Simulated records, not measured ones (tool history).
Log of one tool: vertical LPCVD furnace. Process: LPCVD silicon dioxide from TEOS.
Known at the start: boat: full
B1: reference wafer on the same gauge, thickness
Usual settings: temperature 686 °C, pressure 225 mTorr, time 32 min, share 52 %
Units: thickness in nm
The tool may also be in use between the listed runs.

{"run": 1, "hour": 0.0, "temperature": 686, "pressure": 255, "time": 32, "share": 52, "B1": 131.05, "thickness": 150.52}
{"run": 2, "hour": 9.4, "temperature": 686, "pressure": 255, "time": 32, "share": 52, "B1": 131, "thickness": 151.12}
{"run": 3, "hour": 28.0, "temperature": 686, "pressure": 225, "time": 32, "share": 52, "B1": 130.99, "thickness": 141.67}
{"run": 4, "hour": 35.6, "temperature": 686, "pressure": 225, "time": 32, "share": 52, "B1": 130.97, "thickness": 142.24}
{"run": 5, "hour": 48.1, "temperature": 686, "pressure": 225, "time": 32, "share": 52, "B1": 130.97, "thickness": 141.99}
{"hour": 85.7, "done": "pressure gauge zeroed"}
{"hour": 86.0, "done": "gauge calibrated"}
{"run": 6, "hour": 86.2, "temperature": 686, "pressure": 225, "time": 32, "share": 52, "B1": 131.01, "thickness": 143.17}
{"run": 7, "hour": 90.7, "temperature": 692, "pressure": 200, "time": 32, "share": 52, "B1": 131, "thickness": 154.63}
{"run": 8, "hour": 96.3, "temperature": 692, "pressure": 200, "time": 32, "share": 52, "B1": 131, "thickness": 154.61}
{"run": 9, "hour": 104.6, "temperature": 692, "pressure": 200, "time": 32, "share": 52, "B1": 131.06, "thickness": 155.18}
{"run": 10, "hour": 111.0, "temperature": 686, "pressure": 225, "time": 41.5, "share": 52, "B1": 131, "thickness": 185.45}
{"run": 11, "hour": 119.5, "temperature": 681, "pressure": 225, "time": 32, "share": 59, "B1": 131.03, "thickness": 135.56}
{"run": 12, "hour": 129.3, "temperature": 686, "pressure": 225, "time": 32, "share": 52, "B1": 131.01, "thickness": 142.83}
{"hour": 155.6, "done": "TEOS flow controller replaced"}
{"hour": 169.7, "done": "thermocouples replaced and temperature profile calibrated"}
{"run": 13, "hour": 170.2, "temperature": 686, "pressure": 225, "time": 32, "share": 52, "B1": 131.01, "thickness": 126.92}
{"run": 14, "hour": 174.7, "temperature": 675, "pressure": 240, "time": 32, "share": 52, "B1": 130.94, "thickness": 100.5}
{"run": 15, "hour": 179.2, "temperature": 686, "pressure": 225, "time": 32, "share": 43, "B1": 131, "thickness": 115.52}
{"run": 16, "hour": 183.7, "temperature": 686, "pressure": 225, "time": 32, "share": 48, "B1": 131.02, "thickness": 121.64}
{"run": 17, "hour": 196.2, "temperature": 675, "pressure": 225, "time": 43.5, "share": 47, "B1": 130.99, "thickness": 125.35}
{"run": 18, "hour": 212.9, "temperature": 686, "pressure": 250, "time": 24, "share": 52, "B1": 131.08, "thickness": 100.29}

5 ways to go on from here, each from the tool as it stands after run 18. What would each give?
{"run": "A", "hour": 217.5, "temperature": 686, "pressure": 225, "time": 32, "share": 52, "B1": "?", "thickness": "?"}
{"run": "B", "hour": 217.5, "temperature": 676, "pressure": 270, "time": 26.5, "share": 52, "B1": "?", "thickness": "?"}
{"run": "C", "hour": 217.5, "temperature": 679, "pressure": 275, "time": 25, "share": 60, "B1": "?", "thickness": "?"}
{"run": "D", "hour": 217.5, "temperature": 686, "pressure": 200, "time": 37, "share": 52, "B1": "?", "thickness": "?"}
{"run": "E", "hour": 217.5, "temperature": 682, "pressure": 250, "time": 32, "share": 46, "B1": "?", "thickness": "?"}

run=A B1=131.02 thickness=126.69
run=B B1=131.02 thickness=90.24
run=C B1=131.02 thickness=99.29
run=D B1=131.02 thickness=138.11
run=E B1=131.02 thickness=114.09
Without the tool's hidden state the same runs would have given:
run=A thickness=125.67
run=B thickness=89.49
run=C thickness=98.47
run=D thickness=136.99
run=E thickness=113.16

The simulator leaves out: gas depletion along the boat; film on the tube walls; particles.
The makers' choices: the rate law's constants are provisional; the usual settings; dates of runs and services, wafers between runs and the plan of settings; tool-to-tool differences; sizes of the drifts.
